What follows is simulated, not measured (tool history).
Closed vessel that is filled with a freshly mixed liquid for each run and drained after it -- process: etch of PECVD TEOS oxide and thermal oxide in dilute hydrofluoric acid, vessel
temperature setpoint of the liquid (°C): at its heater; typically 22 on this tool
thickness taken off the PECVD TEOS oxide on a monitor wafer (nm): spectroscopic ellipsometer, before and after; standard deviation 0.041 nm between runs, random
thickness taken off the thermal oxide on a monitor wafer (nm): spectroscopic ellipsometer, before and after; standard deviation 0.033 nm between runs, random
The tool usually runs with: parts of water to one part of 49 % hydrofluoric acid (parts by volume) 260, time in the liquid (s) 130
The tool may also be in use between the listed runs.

run	hour	temperature setpoint of the liquid (°C)	parts of water to one part of 49 % hydrofluoric acid (parts by volume)	time in the liquid (s)	read-back film thickness of the PECVD TEOS oxide reference wafer, read on the same gauge (nm)	read-back film thickness of the thermal oxide reference wafer, read on the same gauge (nm)	thickness taken off the PECVD TEOS oxide on a monitor wafer (nm)	thickness taken off the thermal oxide on a monitor wafer (nm)
1	0	22	290	130	60	129.997	9.22	1.717
2	27.4	22	290	130	59.99	130.009	9.26	1.703
3	63.3	22	290	130	60.01	130.003	9.26	1.711
4	150.8	22	260	130	59.99	129.981	10.62	2.02
5	186.3	22	260	130	60	130.003	10.73	2.007
# hour 192.9: gauge calibrated
# hour 218.3: thermometer replaced
6	250.6	22	260	130	60	130.01	9.88	1.876
7	269.6	22	260	130	60.01	129.98	9.81	1.839
8	304.4	22	260	130	59.98	129.992	9.91	1.776
9	339	26.5	305	105	60	130.018	7.69	1.436
10	359.8	22	165	85	59.99	129.989	11.29	2.078
# hour 371.6: hydrofluoric acid flow meter replaced
11	385.2	20	260	130	60.01	130.024	9.29	1.696

Run 12 has not been measured yet. What should we expect?
12	401	17.5	260	105	?	?	?	?

Run 12 gave read-back film thickness of the PECVD TEOS oxide reference wafer, read on the same gauge (nm) 59.98, read-back film thickness of the thermal oxide reference wafer, read on the same gauge (nm) 130.006, thickness taken off the PECVD TEOS oxide on a monitor wafer (nm) 6.85, thickness taken off the thermal oxide on a monitor wafer (nm) 1.299.
Minus the tool's unlogged condition, the same run would have read thickness taken off the PECVD TEOS oxide on a monitor wafer (nm) 6.73, thickness taken off the thermal oxide on a monitor wafer (nm) 1.277.

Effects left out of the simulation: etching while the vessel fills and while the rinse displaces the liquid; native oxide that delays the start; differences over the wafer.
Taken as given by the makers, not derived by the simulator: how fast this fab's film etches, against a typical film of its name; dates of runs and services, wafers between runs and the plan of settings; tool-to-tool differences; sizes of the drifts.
